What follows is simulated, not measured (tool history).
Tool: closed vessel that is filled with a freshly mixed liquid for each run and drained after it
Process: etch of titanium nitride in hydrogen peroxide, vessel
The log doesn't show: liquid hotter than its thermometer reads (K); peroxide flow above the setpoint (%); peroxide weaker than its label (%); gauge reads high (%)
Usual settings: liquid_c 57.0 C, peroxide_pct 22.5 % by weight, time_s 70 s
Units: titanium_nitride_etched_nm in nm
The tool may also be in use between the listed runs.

| run | hour | liquid_c | peroxide_pct | time_s | wafers since the last listed run | hours since the thermometer was replaced | hours since the peroxide flow meter was replaced | hours since the drum of peroxide was connected | hours since the gauge calibration | read-back film thickness of the titanium nitride reference wafer, read on the same gauge (nm) | titanium_nitride_etched_nm |
|---|---|---|---|---|---|---|---|---|---|---|---|
| 1 | 0.0 | 57.0 | 22.5 | 70 | 0 | 829.5 | 302.2 | 757.9 | 1310.5 | 69.994 | 3.960 |
| 2 | 35.6 | 54.0 | 22.5 | 70 | 4435 | 865.1 | 337.8 | 793.5 | 1346.1 | 69.996 | 3.196 |
| 3 | 65.2 | 54.0 | 22.5 | 70 | 3688 | 894.7 | 367.4 | 823.1 | 1375.7 | 69.994 | 3.178 |
| 4 | 123.8 | 57.0 | 27.0 | 70 | 7301 | 953.3 | 426.0 | 881.7 | 1434.3 | 70.005 | 4.123 |
| 5 | 172.9 | 57.0 | 22.5 | 70 | 6118 | 1002.4 | 475.1 | 930.8 | 1483.4 | 70.006 | 3.940 |
| 6 | 203.5 | 57.0 | 16.5 | 80 | 3812 | 1033.0 | 505.7 | 961.4 | 1514.0 | 70.001 | 4.250 |
| 7 | 266.5 | 57.0 | 22.5 | 70 | 7850 | 1096.0 | 568.7 | 1024.4 | 1577.0 | 69.988 | 3.966 |
| 8 | 334.5 | 66.0 | 22.5 | 60 | 8473 | 1164.0 | 636.7 | 1092.4 | 1645.0 | 70.002 | 6.233 |
| 9 | 383.3 | 50.0 | 16.5 | 90 | 6080 | 1212.8 | 685.5 | 1141.2 | 1693.8 | 69.995 | 2.902 |
| 10 | 418.1 | 57.0 | 22.5 | 110 | 4336 | 1247.6 | 720.3 | 1176.0 | 1728.6 | 69.993 | 6.208 |
| 11 | 483.8 | 62.5 | 22.5 | 85 | 8186 | 1313.3 | 786.0 | 1241.7 | 1794.3 | 70.005 | 6.956 |
|  | 495.8 | new drum of peroxide connected |
| 12 | 528.4 | 57.0 | 21.0 | 60 | 5432 | 1357.9 | 830.6 | 32.6 | 1838.9 | 70.001 | 3.325 |
|  | 566.7 | thermometer replaced |
| 13 | 647.0 | 50.0 | 22.5 | 95 | 14653 | 80.3 | 949.2 | 151.2 | 1957.5 | 70.012 | 3.198 |
| 14 | 713.0 | 57.0 | 19.5 | 105 | 8223 | 146.3 | 1015.2 | 217.2 | 2023.5 | 70.000 | 5.597 |
| 15 | 753.9 | 63.5 | 27.0 | 50 | 5096 | 187.2 | 1056.1 | 258.1 | 2064.4 | 70.006 | 4.457 |
| 16 | 787.6 | 57.0 | 17.5 | 45 | 4199 | 220.9 | 1089.8 | 291.8 | 2098.1 | 70.004 | 2.372 |
| 17 | 821.9 | 51.0 | 28.0 | 30 | 4273 | 255.2 | 1124.1 | 326.1 | 2132.4 | 70.007 | 1.147 |
|  | 881.4 | gauge calibrated |
| 18 | 888.4 | 57.0 | 25.5 | 30 | 8286 | 321.7 | 1190.6 | 392.6 | 7.0 | 70.008 | 1.711 |
| 19 | 940.3 | 59.5 | 19.5 | 70 | 6467 | 373.6 | 1242.5 | 444.5 | 58.9 | 70.005 | 4.530 |
| 20 | 997.3 | 62.5 | 22.5 | 100 | 7102 | 430.6 | 1299.5 | 501.5 | 115.9 | 70.008 | 8.040 |
| 21 | 1060.7 | 62.0 | 28.5 | 90 | 7899 | 494.0 | 1362.9 | 564.9 | 179.3 | 70.004 | 7.351 |
| 22 | 1086.7 | 57.0 | 22.5 | 70 | 3239 | 520.0 | 1388.9 | 590.9 | 205.3 | 69.993 | 3.939 |
|  | 1137.5 | peroxide flow meter replaced |
| 23 | 1153.3 | 57.0 | 28.0 | 35 | 8174 | 586.6 | 15.8 | 657.5 | 271.9 | 69.999 | 2.045 |
| 24 | 1207.5 | 57.0 | 19.0 | 70 | 6753 | 640.8 | 70.0 | 711.7 | 326.1 | 69.999 | 3.771 |
| 25 | 1271.5 | 59.5 | 25.5 | 90 | 7974 | 704.8 | 134.0 | 775.7 | 390.1 | 69.996 | 6.083 |
| 26 | 1310.9 | 64.5 | 20.0 | 80 | 4909 | 744.2 | 173.4 | 815.1 | 429.5 | 69.991 | 7.342 |
| 27 | 1338.7 | 57.0 | 27.5 | 110 | 3464 | 772.0 | 201.2 | 842.9 | 457.3 | 70.009 | 6.430 |
| 28 | 1398.0 | 66.0 | 27.5 | 85 | 7389 | 831.3 | 260.5 | 902.2 | 516.6 | 70.006 | 9.106 |

Forecast each of these 5 alternatives for the next run:
| A | 1398.7 | 57.0 | 22.5 | 70 | 87 | 832.0 | 261.2 | 902.9 | 517.3 | ? | ? |
| B | 1398.7 | 57.0 | 26.5 | 70 | 87 | 832.0 | 261.2 | 902.9 | 517.3 | ? | ? |
| C | 1398.7 | 50.5 | 26.0 | 60 | 87 | 832.0 | 261.2 | 902.9 | 517.3 | ? | ? |
| D | 1398.7 | 57.0 | 24.5 | 40 | 87 | 832.0 | 261.2 | 902.9 | 517.3 | ? | ? |
| E | 1398.7 | 52.5 | 22.5 | 70 | 87 | 832.0 | 261.2 | 902.9 | 517.3 | ? | ? |

| run | read-back film thickness of the titanium nitride reference wafer, read on the same gauge (nm) | titanium_nitride_etched_nm |
|---|---|---|
| A | 70.004 | 3.943 |
| B | 70.004 | 4.086 |
| C | 70.004 | 2.206 |
| D | 70.004 | 2.295 |
| E | 70.004 | 2.877 |
Without the tool's hidden state the same runs would have given:
| run | titanium_nitride_etched_nm |
|---|---|
| A | 3.862 |
| B | 4.002 |
| C | 2.159 |
| D | 2.248 |
| E | 2.816 |
